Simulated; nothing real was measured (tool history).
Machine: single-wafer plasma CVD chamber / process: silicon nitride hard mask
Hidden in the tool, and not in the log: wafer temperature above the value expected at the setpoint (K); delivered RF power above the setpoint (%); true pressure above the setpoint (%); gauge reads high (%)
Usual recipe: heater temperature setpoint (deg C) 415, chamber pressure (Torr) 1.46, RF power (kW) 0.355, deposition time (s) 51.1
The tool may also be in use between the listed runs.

run	hour	heater temperature setpoint (deg C)	chamber pressure (Torr)	RF power (kW)	deposition time (s)	wafers since the last listed run	hours since the last thermocouple change	hours since the last RF generator calibration	hours since the last manometer calibration	hours since the showerhead was replaced	hours since the gauge calibration	read-back reference wafer on the same gauge, thickness_nm	mean film thickness on the monitor wafer (angstrom)
1	0.0	426	1.46	0.355	58.6	0	1494.8	1929.1	1443.0	5326.8	163.5	52.635	629.73
2	18.0	415	1.64	0.355	51.1	204	1512.8	1947.1	1461.0	5344.8	181.5	52.599	564.68
3	44.0	415	1.64	0.355	51.1	295	1538.8	1973.1	1487.0	5370.8	207.5	52.624	561.71
4	75.9	415	1.46	0.300	51.1	362	1570.7	2005.0	1518.9	5402.7	239.4	52.639	503.26
5	95.5	415	1.46	0.300	51.1	222	1590.3	2024.6	1538.5	5422.3	259.0	52.555	504.70
6	128.9	415	1.46	0.300	51.1	379	1623.7	2058.0	1571.9	5455.7	292.4	52.636	505.94
7	149.3	415	1.46	0.355	51.1	231	1644.1	2078.4	1592.3	5476.1	312.8	52.656	549.78
8	183.0	415	1.46	0.355	51.1	382	1677.8	2112.1	1626.0	5509.8	346.5	52.602	548.38
9	197.0	415	1.27	0.300	51.1	158	1691.8	2126.1	1640.0	5523.8	360.5	52.656	490.98
10	213.2	415	1.27	0.300	51.1	183	1708.0	2142.3	1656.2	5540.0	376.7	52.594	486.95
11	237.4	415	1.46	0.355	51.1	274	1732.2	2166.5	1680.4	5564.2	400.9	52.601	548.64
# hour 274.0: thermocouple changed; heater temperature recalibrated
12	274.5	415	1.46	0.375	44.6	330	0.5	2203.6	1717.5	5601.3	438.0	52.569	494.83
13	303.2	415	1.46	0.355	51.1	325	29.2	2232.3	1746.2	5630.0	466.7	52.594	548.70
14	315.7	415	1.46	0.355	44.0	141	41.7	2244.8	1758.7	5642.5	479.2	52.577	475.31
# hour 328.4: gauge calibrated
# hour 351.9: RF generator calibrated
15	352.4	415	1.27	0.300	51.1	325	78.4	0.5	1795.4	5679.2	24.0	52.659	512.96
16	377.1	415	1.27	0.300	51.1	280	103.1	25.2	1820.1	5703.9	48.7	52.640	513.01
17	401.0	415	1.46	0.355	51.1	271	127.0	49.1	1844.0	5727.8	72.6	52.587	573.01
18	421.1	415	1.59	0.355	51.1	228	147.1	69.2	1864.1	5747.9	92.7	52.663	584.65
# hour 433.7: capacitance manometer re-zeroed and calibrated
19	434.6	415	1.46	0.355	51.1	62	160.6	82.7	0.9	5761.4	106.2	52.602	573.86
20	452.0	402	1.46	0.390	51.1	197	178.0	100.1	18.3	5778.8	123.6	52.558	604.10
21	464.6	401	1.19	0.355	51.1	143	190.6	112.7	30.9	5791.4	136.2	52.574	557.24
22	481.1	425	1.46	0.355	59.8	187	207.1	129.2	47.4	5807.9	152.7	52.561	668.49
23	493.6	415	1.72	0.355	51.1	141	219.6	141.7	59.9	5820.4	165.2	52.614	593.21
# hour 523.8: showerhead replaced
24	528.2	427	1.46	0.355	51.1	301	254.2	176.3	94.5	4.4	199.8	52.572	569.81
25	541.8	415	1.46	0.355	51.1	154	267.8	189.9	108.1	18.0	213.4	52.614	573.23
26	577.0	420	1.46	0.355	51.1	399	303.0	225.1	143.3	53.2	248.6	52.585	572.02
27	642.3	411	1.46	0.355	51.1	741	368.3	290.4	208.6	118.5	313.9	52.667	572.58
28	662.0	407	1.33	0.355	56.1	223	388.0	310.1	228.3	138.2	333.6	52.578	619.04
29	683.2	415	1.46	0.355	51.1	240	409.2	331.3	249.5	159.4	354.8	52.610	571.30

Here are 4 independent what-if runs from the current tool condition. What would each one return?
A	683.6	404	1.46	0.355	51.1	4	409.6	331.7	249.9	159.8	355.2	?	?
B	683.6	428	1.46	0.355	51.1	4	409.6	331.7	249.9	159.8	355.2	?	?
C	683.6	420	1.73	0.335	56.7	4	409.6	331.7	249.9	159.8	355.2	?	?
D	683.6	415	1.11	0.330	59.7	4	409.6	331.7	249.9	159.8	355.2	?	?

run	read-back reference wafer on the same gauge, thickness_nm	mean film thickness on the monitor wafer (angstrom)
A	52.560	573.19
B	52.560	566.31
C	52.560	633.12
D	52.560	609.65
The same runs, with their run-to-run variation unchanged, on a tool lacking any hidden condition would have given:
run	mean film thickness on the monitor wafer (angstrom)
A	577.60
B	570.67
C	637.99
D	614.34

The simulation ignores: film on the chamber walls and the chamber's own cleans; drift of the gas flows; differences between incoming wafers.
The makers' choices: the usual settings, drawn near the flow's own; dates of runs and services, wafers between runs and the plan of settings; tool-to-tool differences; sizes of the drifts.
